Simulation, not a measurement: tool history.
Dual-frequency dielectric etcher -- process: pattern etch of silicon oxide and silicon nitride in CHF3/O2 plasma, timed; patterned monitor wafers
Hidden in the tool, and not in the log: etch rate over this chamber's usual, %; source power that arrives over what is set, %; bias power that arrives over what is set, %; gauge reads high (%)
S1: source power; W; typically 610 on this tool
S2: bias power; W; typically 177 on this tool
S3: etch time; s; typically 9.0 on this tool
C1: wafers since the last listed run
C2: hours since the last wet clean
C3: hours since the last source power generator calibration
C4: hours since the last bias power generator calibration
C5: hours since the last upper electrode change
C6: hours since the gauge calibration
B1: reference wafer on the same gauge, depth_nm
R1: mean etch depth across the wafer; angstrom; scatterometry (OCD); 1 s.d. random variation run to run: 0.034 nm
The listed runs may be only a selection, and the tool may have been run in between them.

run,hour,S1,S2,S3,C1,C2,C3,C4,C5,C6,B1,R1
1,0.0,610,177,9.5,0,225.0,3805.3,2485.0,1945.6,90.9,11.60,153.7
2,17.1,610,177,9.5,291,242.1,3822.4,2502.1,1962.7,108.0,11.60,154.0
3,46.0,610,177,9.0,492,271.0,3851.3,2531.0,1991.6,136.9,11.60,146.1
4,74.8,610,177,9.0,490,299.8,3880.1,2559.8,2020.4,165.7,11.61,146.0
5,100.9,610,177,9.0,444,325.9,3906.2,2585.9,2046.5,191.8,11.60,146.3
6,132.5,610,177,9.0,537,357.5,3937.8,2617.5,2078.1,223.4,11.59,146.7
# hour 168.3: upper electrode replaced
7,168.8,720,177,9.0,209,393.8,3974.1,2653.8,0.5,259.7,11.59,161.9
8,191.2,720,177,9.0,381,416.2,3996.5,2676.2,22.9,282.1,11.59,161.7
9,211.2,720,177,9.0,340,436.2,4016.5,2696.2,42.9,302.1,11.61,161.4
10,230.3,610,177,9.0,325,455.3,4035.6,2715.3,62.0,321.2,11.61,147.2
# hour 235.4: bias power generator calibrated
# hour 264.1: wet clean of the chamber
11,264.6,610,177,9.0,107,0.5,4069.9,29.2,96.3,355.5,11.59,144.7
12,281.0,610,177,9.0,279,16.9,4086.3,45.6,112.7,371.9,11.58,144.3
13,299.1,610,133,9.0,308,35.0,4104.4,63.7,130.8,390.0,11.61,135.1
# hour 330.3: source power generator calibrated
14,330.8,650,144,10.5,471,66.7,0.5,95.4,162.5,421.7,11.61,167.6
15,354.3,610,177,9.0,400,90.2,24.0,118.9,186.0,445.2,11.60,145.3
16,369.5,610,177,8.0,258,105.4,39.2,134.1,201.2,460.4,11.60,129.2
17,397.7,610,177,9.0,480,133.6,67.4,162.3,229.4,488.6,11.61,144.9
18,419.6,610,177,9.0,372,155.5,89.3,184.2,251.3,510.5,11.60,145.4
19,482.8,610,177,7.5,1075,218.7,152.5,247.4,314.5,573.7,11.59,121.8
20,509.6,730,177,10.5,456,245.5,179.3,274.2,341.3,600.5,11.59,189.3
21,542.3,550,177,9.0,556,278.2,212.0,306.9,374.0,633.2,11.60,137.2
22,560.2,610,177,9.0,304,296.1,229.9,324.8,391.9,651.1,11.61,146.2
# hour 577.2: gauge calibrated
23,584.9,680,177,7.5,420,320.8,254.6,349.5,416.6,7.7,11.60,130.1
24,614.7,610,149,8.0,507,350.6,284.4,379.3,446.4,37.5,11.60,125.2
25,643.3,610,210,9.0,486,379.2,313.0,407.9,475.0,66.1,11.60,153.8
26,677.9,550,177,9.0,589,413.8,347.6,442.5,509.6,100.7,11.61,137.8
27,701.8,740,145,9.0,406,437.7,371.5,466.4,533.5,124.6,11.60,157.2
28,722.1,660,177,7.5,345,458.0,391.8,486.7,553.8,144.9,11.61,129.0
# hour 749.1: wet clean of the chamber
29,749.6,550,206,11.0,59,0.5,419.3,514.2,581.3,172.4,11.61,172.3
30,758.8,710,188,9.0,156,9.7,428.5,523.4,590.5,181.6,11.59,160.5

State the hidden condition of the tool at each of the runs:
source power that arrives over what is set, %: 0 at every run
bias power that arrives over what is set, %: 0 at every run
gauge reads high (%): 0 at every run
H1: etch rate over this chamber's usual, %
run,H1
1,1.12
2,1.2
3,1.34
4,1.48
5,1.6
6,1.75
7,1.92
8,2.03
9,2.12
10,2.21
11,0.21
12,0.288
13,0.374
14,0.524
15,0.636
16,0.708
17,0.841
18,0.945
19,1.24
20,1.37
21,1.53
22,1.61
23,1.73
24,1.87
25,2.01
26,2.17
27,2.28
28,2.38
29,0.387
30,0.431

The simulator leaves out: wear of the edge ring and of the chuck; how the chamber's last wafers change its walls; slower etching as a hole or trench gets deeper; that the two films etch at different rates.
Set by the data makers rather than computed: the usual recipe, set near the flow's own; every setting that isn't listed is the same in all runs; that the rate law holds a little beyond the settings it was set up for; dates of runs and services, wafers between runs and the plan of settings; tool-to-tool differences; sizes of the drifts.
